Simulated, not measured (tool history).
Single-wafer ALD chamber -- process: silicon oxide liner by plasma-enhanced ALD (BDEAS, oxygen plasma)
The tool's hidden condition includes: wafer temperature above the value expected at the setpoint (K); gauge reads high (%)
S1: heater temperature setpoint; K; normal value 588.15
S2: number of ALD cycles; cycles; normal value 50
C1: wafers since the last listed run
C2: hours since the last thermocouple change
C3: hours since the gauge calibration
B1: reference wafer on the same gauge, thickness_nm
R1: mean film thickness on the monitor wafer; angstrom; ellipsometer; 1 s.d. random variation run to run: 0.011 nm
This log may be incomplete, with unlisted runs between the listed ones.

Run 1, hour 0: usual settings but S2 44 cycles; C1 0; C2 28.7; C3 1060.4; B1 5.221. Result: R1 40.14 angstrom.
Run 2, hour 64.8: usual settings; C1 293; C2 93.5; C3 1125.2; B1 5.22. Result: R1 45.6 angstrom.
Run 3, hour 110.2: usual settings; C1 205; C2 138.9; C3 1170.6; B1 5.222. Result: R1 45.56 angstrom.
Run 4, hour 299.5: usual settings but S2 45 cycles; C1 856; C2 328.2; C3 1359.9; B1 5.219. Result: R1 40.91 angstrom.
Run 5, hour 403.2: usual settings but S2 45 cycles; C1 469; C2 431.9; C3 1463.6; B1 5.218. Result: R1 41.03 angstrom.
Run 6, hour 443.9: usual settings but S2 45 cycles; C1 184; C2 472.6; C3 1504.3; B1 5.221. Result: R1 41.07 angstrom.
Run 7, hour 624.1: usual settings; C1 815; C2 652.8; C3 1684.5; B1 5.219. Result: R1 45.61 angstrom.
Run 8, hour 661.8: usual settings but S1 594.15 K, S2 58 cycles; C1 170; C2 690.5; C3 1722.2; B1 5.221. Result: R1 52.62 angstrom.
Run 9, hour 729: usual settings but S1 594.15 K, S2 58 cycles; C1 304; C2 757.7; C3 1789.4; B1 5.22. Result: R1 52.33 angstrom.
Run 10, hour 830.5: usual settings but S2 48 cycles; C1 459; C2 859.2; C3 1890.9; B1 5.22. Result: R1 43.47 angstrom.
Run 11, hour 897.4: usual settings but S2 48 cycles; C1 302; C2 926.1; C3 1957.8; B1 5.219. Result: R1 43.84 angstrom.
Run 12, hour 995.8: usual settings; C1 445; C2 1024.5; C3 2056.2; B1 5.224. Result: R1 45.49 angstrom.
Run 13, hour 1048.2: usual settings but S1 582.15 K, S2 41 cycles; C1 237; C2 1076.9; C3 2108.6; B1 5.218. Result: R1 37.55 angstrom.
Run 14, hour 1084.4: usual settings but S1 594.15 K, S2 56 cycles; C1 163; C2 1113.1; C3 2144.8; B1 5.221. Result: R1 50.64 angstrom.
At hour 1137.1: gauge calibrated.
Run 15, hour 1140.4: usual settings but S1 597.15 K, S2 40 cycles; C1 253; C2 1169.1; C3 3.3; B1 5.223. Result: R1 36.11 angstrom.
At hour 1182.8: thermocouple changed; heater temperature recalibrated.
Run 16, hour 1222.3: usual settings but S1 597.15 K, S2 55 cycles; C1 334; C2 39.5; C3 85.2; B1 5.218. Result: R1 49.64 angstrom.
Run 17, hour 1289.4: usual settings but S1 595.15 K, S2 56 cycles; C1 303; C2 106.6; C3 152.3; B1 5.22. Result: R1 50.48 angstrom.
Run 18, hour 1377.1: usual settings but S1 583.15 K, S2 60 cycles; C1 396; C2 194.3; C3 240; B1 5.22. Result: R1 54.66 angstrom.
Run 19, hour 1436.3: usual settings but S1 575.15 K; C1 267; C2 253.5; C3 299.2; B1 5.22. Result: R1 46.4 angstrom.
Run 20, hour 1485: usual settings; C1 220; C2 302.2; C3 347.9; B1 5.219. Result: R1 45.64 angstrom.
Run 21, hour 1585.1: usual settings but S1 578.15 K; C1 452; C2 402.3; C3 448; B1 5.219. Result: R1 46.1 angstrom.
Run 22, hour 1655.2: usual settings; C1 317; C2 472.4; C3 518.1; B1 5.221. Result: R1 45.57 angstrom.
Run 23, hour 1692.5: usual settings but S1 577.15 K, S2 42 cycles; C1 168; C2 509.7; C3 555.4; B1 5.222. Result: R1 38.94 angstrom.
Run 24, hour 1743.3: usual settings but S1 599.15 K, S2 44 cycles; C1 229; C2 560.5; C3 606.2; B1 5.217. Result: R1 39.55 angstrom.

Hidden state at the last listed run before each entry between runs and at the first one after, where it differs:
Between runs 14 and 15: gauge calibrated (hour 1137.1)
  the hidden state is the same at both runs
Between runs 15 and 16: thermocouple changed; heater temperature recalibrated (hour 1182.8)
  the hidden state is the same at both runs

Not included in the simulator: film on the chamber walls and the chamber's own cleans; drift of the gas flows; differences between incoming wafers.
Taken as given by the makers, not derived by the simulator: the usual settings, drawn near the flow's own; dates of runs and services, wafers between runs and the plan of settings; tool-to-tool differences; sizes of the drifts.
